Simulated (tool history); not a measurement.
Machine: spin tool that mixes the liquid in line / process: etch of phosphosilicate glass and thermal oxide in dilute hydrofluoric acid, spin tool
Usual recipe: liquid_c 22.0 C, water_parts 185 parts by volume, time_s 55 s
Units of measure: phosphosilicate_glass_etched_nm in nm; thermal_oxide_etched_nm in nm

| run | hour | liquid_c | water_parts | time_s | read-back film thickness of the phosphosilicate glass reference wafer, read on the same gauge (nm) | read-back film thickness of the thermal oxide reference wafer, read on the same gauge (nm) | phosphosilicate_glass_etched_nm | thermal_oxide_etched_nm |
|---|---|---|---|---|---|---|---|---|
| 1 | 0.0 | 20.0 | 185 | 55 | 40.03 | 29.996 | 21.82 | 1.178 |
| 2 | 24.9 | 20.0 | 185 | 55 | 40.02 | 30.002 | 21.93 | 1.161 |
| 3 | 55.0 | 20.0 | 185 | 55 | 40.00 | 29.973 | 22.08 | 1.226 |
| 4 | 126.2 | 22.0 | 185 | 55 | 40.04 | 30.003 | 23.91 | 1.316 |
| 5 | 139.9 | 22.0 | 185 | 55 | 40.00 | 29.984 | 23.85 | 1.307 |
| 6 | 173.9 | 22.0 | 185 | 55 | 40.00 | 29.986 | 24.13 | 1.320 |
| 7 | 208.0 | 22.0 | 185 | 55 | 40.03 | 29.996 | 24.12 | 1.280 |
| 8 | 223.1 | 22.0 | 185 | 55 | 39.97 | 30.049 | 24.15 | 1.341 |
|  | 239.9 | hydrofluoric acid flow meter replaced |
| 9 | 251.1 | 22.0 | 185 | 55 | 40.06 | 29.966 | 23.43 | 1.304 |
| 10 | 263.6 | 22.0 | 185 | 50 | 40.01 | 29.994 | 21.22 | 1.129 |
| 11 | 344.1 | 22.0 | 185 | 55 | 40.00 | 29.987 | 23.74 | 1.222 |
|  | 354.1 | thermometer replaced |
| 12 | 356.7 | 22.0 | 185 | 55 | 39.97 | 30.003 | 22.68 | 1.236 |
| 13 | 388.2 | 22.0 | 185 | 55 | 40.03 | 30.005 | 22.59 | 1.192 |
|  | 401.1 | gauge calibrated |
| 14 | 403.7 | 22.0 | 255 | 55 | 39.98 | 30.016 | 15.34 | 0.839 |
| 15 | 437.7 | 22.0 | 255 | 55 | 39.99 | 29.998 | 15.48 | 0.872 |
| 16 | 472.8 | 22.0 | 185 | 25 | 40.06 | 30.007 | 10.47 | 0.570 |
| 17 | 487.1 | 25.5 | 185 | 30 | 40.01 | 29.995 | 14.33 | 0.771 |
| 18 | 516.0 | 22.0 | 185 | 70 | 40.03 | 29.999 | 29.36 | 1.641 |
| 19 | 549.8 | 22.0 | 185 | 80 | 40.03 | 30.014 | 33.85 | 1.838 |
| 20 | 567.4 | 22.0 | 105 | 70 | 39.99 | 30.000 | 56.91 | 3.155 |
| 21 | 601.2 | 23.5 | 210 | 55 | 39.99 | 30.049 | 21.13 | 1.148 |
| 22 | 632.4 | 25.0 | 120 | 85 | 39.98 | 30.015 | 67.11 | 3.781 |
| 23 | 646.4 | 22.0 | 185 | 55 | 39.96 | 30.027 | 23.54 | 1.258 |
| 24 | 659.9 | 22.0 | 185 | 55 | 40.01 | 30.001 | 23.47 | 1.297 |
| 25 | 696.6 | 22.0 | 185 | 20 | 39.98 | 30.016 | 8.57 | 0.469 |

Each row is a separate what-if for the run after 25, all from the same tool condition, not one after another. Results?
| A | 697.0 | 24.5 | 185 | 55 | ? | ? | ? | ? |
| B | 697.0 | 27.0 | 140 | 55 | ? | ? | ? | ? |
| C | 697.0 | 23.5 | 125 | 55 | ? | ? | ? | ? |
| D | 697.0 | 26.0 | 155 | 55 | ? | ? | ? | ? |
| E | 697.0 | 27.0 | 260 | 25 | ? | ? | ? | ? |

| run | read-back film thickness of the phosphosilicate glass reference wafer, read on the same gauge (nm) | read-back film thickness of the thermal oxide reference wafer, read on the same gauge (nm) | phosphosilicate_glass_etched_nm | thermal_oxide_etched_nm |
|---|---|---|---|---|
| A | 40.02 | 29.972 | 25.72 | 1.442 |
| B | 40.02 | 29.972 | 39.30 | 2.203 |
| C | 40.02 | 29.972 | 39.24 | 2.199 |
| D | 40.02 | 29.972 | 33.59 | 1.883 |
| E | 40.02 | 29.972 | 8.38 | 0.470 |
Had the tool no hidden state, the same runs would have come out as:
| run | phosphosilicate_glass_etched_nm | thermal_oxide_etched_nm |
|---|---|---|
| A | 24.09 | 1.351 |
| B | 36.84 | 2.065 |
| C | 36.75 | 2.060 |
| D | 31.47 | 1.764 |
| E | 7.85 | 0.440 |
